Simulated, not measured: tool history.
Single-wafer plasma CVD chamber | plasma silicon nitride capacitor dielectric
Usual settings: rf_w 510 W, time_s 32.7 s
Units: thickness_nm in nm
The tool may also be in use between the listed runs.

run	hour	rf_w	time_s	read-back reference wafer on the same gauge, thickness_nm	thickness_nm
1	0	440	36.4	40.19	48.188
2	20.6	510	32.7	40.188	45.201
3	33	510	32.7	40.204	45.009
4	63.9	510	32.7	40.207	45.04
5	81.4	510	32.7	40.199	45.033
6	97.6	510	32.7	40.205	45.052
7	124	510	32.7	40.191	44.905
# hour 147.4: RF generator calibrated
# hour 153: showerhead replaced
8	207.7	605	29.8	40.203	44.228
# hour 211.6: gauge calibrated
9	236.9	510	32.7	40.197	46.21
10	252.5	510	27.7	40.189	39.213
11	271.5	510	36.6	40.192	51.845
12	300	510	37.3	40.215	52.705
13	318.4	455	36.6	40.21	50.232
14	353.6	560	38	40.196	55.103

The tool's hidden state at each run:
gauge reads high (%): 0 in every run
H1: delivered RF power above the setpoint (%)
run	H1
1	-8.17
2	-8.39
3	-8.53
4	-8.87
5	-9.07
6	-9.25
7	-9.56
8	-0.101
9	-0.117
10	-0.128
11	-0.143
12	-0.171
13	-0.193
14	-0.24
